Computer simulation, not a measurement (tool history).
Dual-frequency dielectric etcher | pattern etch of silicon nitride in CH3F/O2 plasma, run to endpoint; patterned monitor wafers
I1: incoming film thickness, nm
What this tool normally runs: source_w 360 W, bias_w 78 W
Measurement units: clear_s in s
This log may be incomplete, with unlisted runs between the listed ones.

{"run": 1, "hour": 0.0, "source_w": 360, "bias_w": 78, "I1": 104.9, "clear_s": 106.6}
{"run": 2, "hour": 14.5, "source_w": 360, "bias_w": 78, "I1": 104.2, "clear_s": 105.3}
{"run": 3, "hour": 22.9, "source_w": 380, "bias_w": 78, "I1": 105, "clear_s": 104.8}
{"run": 4, "hour": 32.1, "source_w": 360, "bias_w": 78, "I1": 104.2, "clear_s": 104.9}
{"run": 5, "hour": 48.2, "source_w": 360, "bias_w": 78, "I1": 102.6, "clear_s": 102.8}
{"run": 6, "hour": 60.4, "source_w": 360, "bias_w": 78, "I1": 103.9, "clear_s": 104.2}
{"run": 7, "hour": 75.8, "source_w": 340, "bias_w": 90, "I1": 103.9, "clear_s": 100.5}
{"hour": 101.7, "done": "bias power generator calibrated"}
{"hour": 114.1, "done": "upper electrode replaced"}
{"hour": 118.2, "done": "wet clean of the chamber"}
{"run": 8, "hour": 118.7, "source_w": 360, "bias_w": 78, "I1": 103.8, "clear_s": 109.1}
{"run": 9, "hour": 119.1, "source_w": 360, "bias_w": 78, "I1": 103.6, "clear_s": 108.7}
{"run": 10, "hour": 119.5, "source_w": 360, "bias_w": 78, "I1": 103.6, "clear_s": 107.9}
{"run": 11, "hour": 126.8, "source_w": 360, "bias_w": 78, "I1": 104.2, "clear_s": 108.3}
{"run": 12, "hour": 133.0, "source_w": 360, "bias_w": 78, "I1": 103.1, "clear_s": 107.5}
{"hour": 141.4, "done": "source power generator calibrated"}
{"run": 13, "hour": 141.9, "source_w": 430, "bias_w": 72, "I1": 103.8, "clear_s": 105}
{"run": 14, "hour": 155.5, "source_w": 330, "bias_w": 84, "I1": 104, "clear_s": 108.1}
{"run": 15, "hour": 173.1, "source_w": 450, "bias_w": 88, "I1": 104, "clear_s": 97.2}
{"run": 16, "hour": 190.1, "source_w": 450, "bias_w": 60, "I1": 104.3, "clear_s": 111.7}
{"run": 17, "hour": 208.0, "source_w": 360, "bias_w": 78, "I1": 104.7, "clear_s": 108.3}
{"run": 18, "hour": 222.6, "source_w": 280, "bias_w": 67, "I1": 104.9, "clear_s": 121.9}
{"run": 19, "hour": 234.2, "source_w": 360, "bias_w": 64, "I1": 104.3, "clear_s": 116.2}
{"run": 20, "hour": 247.9, "source_w": 360, "bias_w": 78, "I1": 104.9, "clear_s": 107.8}
{"run": 21, "hour": 293.1, "source_w": 420, "bias_w": 63, "I1": 105.6, "clear_s": 112.8}
{"run": 22, "hour": 309.0, "source_w": 360, "bias_w": 85, "I1": 103.8, "clear_s": 102.8}

Predict each of these 4 candidate next runs independently; none follows another, all start after run 22:
{"run": "A", "hour": 309.5, "source_w": 360, "bias_w": 78, "I1": 103.5, "clear_s": "?"}
{"run": "B", "hour": 309.5, "source_w": 290, "bias_w": 78, "I1": 103.5, "clear_s": "?"}
{"run": "C", "hour": 309.5, "source_w": 390, "bias_w": 98, "I1": 103.5, "clear_s": "?"}
{"run": "D", "hour": 309.5, "source_w": 360, "bias_w": 88, "I1": 103.5, "clear_s": "?"}

run=A clear_s=106.2
run=B clear_s=112.3
run=C clear_s=95.4
run=D clear_s=101.6
With the hidden condition removed and each run's random variation left untouched, the same runs would have given:
run=A clear_s=108.6
run=B clear_s=114.9
run=C clear_s=97.6
run=D clear_s=103.8

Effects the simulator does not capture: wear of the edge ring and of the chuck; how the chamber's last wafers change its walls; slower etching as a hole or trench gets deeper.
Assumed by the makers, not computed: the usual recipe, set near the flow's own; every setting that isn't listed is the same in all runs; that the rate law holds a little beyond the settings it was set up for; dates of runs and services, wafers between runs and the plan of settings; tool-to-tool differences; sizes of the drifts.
